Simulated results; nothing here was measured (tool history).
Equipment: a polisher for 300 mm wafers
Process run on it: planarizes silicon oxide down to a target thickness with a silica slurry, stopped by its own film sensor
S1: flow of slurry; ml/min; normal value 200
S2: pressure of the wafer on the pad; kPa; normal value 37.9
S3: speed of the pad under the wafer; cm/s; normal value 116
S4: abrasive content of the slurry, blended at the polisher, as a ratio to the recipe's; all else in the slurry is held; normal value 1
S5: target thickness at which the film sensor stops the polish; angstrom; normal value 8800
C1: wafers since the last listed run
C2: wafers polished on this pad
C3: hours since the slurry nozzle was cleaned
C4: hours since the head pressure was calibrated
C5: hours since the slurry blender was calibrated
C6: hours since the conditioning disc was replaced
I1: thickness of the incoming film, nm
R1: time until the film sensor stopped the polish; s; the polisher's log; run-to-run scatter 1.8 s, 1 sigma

run	hour	S1	S2	S3	S4	S5	C1	C2	C3	C4	C5	C6	I1	R1
1	0	200	37.9	128	1	8800	0	23	352.1	1093.7	284	229.8	1362.5	121.4
2	15.6	200	37.9	128	1	8800	159	183	367.7	1109.3	299.6	245.4	1385.1	126
3	30.8	200	37.9	128	1	8800	154	337	382.9	1124.5	314.8	260.6	1356	121.9
4	41.8	200	37.9	84	1	8800	112	450	393.9	1135.5	325.8	271.6	1363.3	160.3
5	59.5	200	37.9	116	1	8800	180	630	411.6	1153.2	343.5	289.3	1368.2	134.1
6	72.8	200	37.9	116	1	8800	135	766	424.9	1166.5	356.8	302.6	1380.9	140.4
7	90.6	170	37.9	116	1	8800	181	947	442.7	1184.3	374.6	320.4	1350.1	137
# hour 95.6: head pressure recalibrated
8	106.7	170	37.9	116	1	8800	143	1091	458.8	11.1	390.7	336.5	1409.8	152.8
# hour 110.3: slurry blender recalibrated
# hour 125.5: worn pad replaced by a new one
9	126	225	37.9	116	1	8800	135	5	478.1	30.4	15.7	355.8	1358.9	137.7
# hour 141.8: conditioning disc replaced and pad reconditioned
10	144.4	225	37.9	116	1	8800	167	172	496.5	48.8	34.1	2.6	1401.5	180.5
11	150.5	200	37.9	128	1	8800	62	234	502.6	54.9	40.2	8.7	1387.3	166.4
12	157.1	200	37.9	116	1	8800	67	302	509.2	61.5	46.8	15.3	1378.5	175.1
13	175.1	200	37.9	140	1	8800	183	485	527.2	79.5	64.8	33.3	1381.3	159.6
14	181.8	200	37.9	148	1	7450	68	553	533.9	86.2	71.5	40	1382.6	188.3
# hour 182.9: slurry nozzle cleaned
# hour 202.3: conditioning disc replaced and pad reconditioned, repeated, since the last time left the tool worse
15	203.6	200	27.6	154	1.2	8130	191	745	20.7	108	93.3	1.3	1407.7	128.1
16	218.5	200	37.9	90	1.1	8800	151	897	35.6	122.9	108.2	16.2	1406.6	135.2
17	224.7	200	37.9	116	1	8800	63	960	41.8	129.1	114.4	22.4	1389.6	116.3
18	234.7	175	49.6	116	1.15	7220	101	1062	51.8	139.1	124.4	32.4	1372.1	115.3
19	249.2	200	29	116	1	10440	147	1210	66.3	153.6	138.9	46.9	1382.8	98.4
20	255.8	200	26.9	116	1	7450	67	1277	72.9	160.2	145.5	53.5	1362.5	193.4
# hour 261.6: worn pad replaced by a new one
21	262.1	180	37.9	82	1	10060	23	5	79.2	166.5	151.8	59.8	1382.6	113.7

Forecast each of these 4 alternatives for the next run:
A	262.6	265	37.9	116	1	8800	5	10	79.7	167	152.3	60.3	1371	?
B	262.6	200	44.1	116	1	8800	5	10	79.7	167	152.3	60.3	1371	?
C	262.6	260	42.7	116	1	8800	5	10	79.7	167	152.3	60.3	1371	?
D	262.6	140	37.9	128	1.2	9660	5	10	79.7	167	152.3	60.3	1371	?

run	R1
A	112.3
B	103.2
C	102.4
D	87.2
Take away the tool's hidden state, keep each run's random variation, and the runs would have read:
run	R1
A	101.6
B	92.3
C	91.8
D	78.3
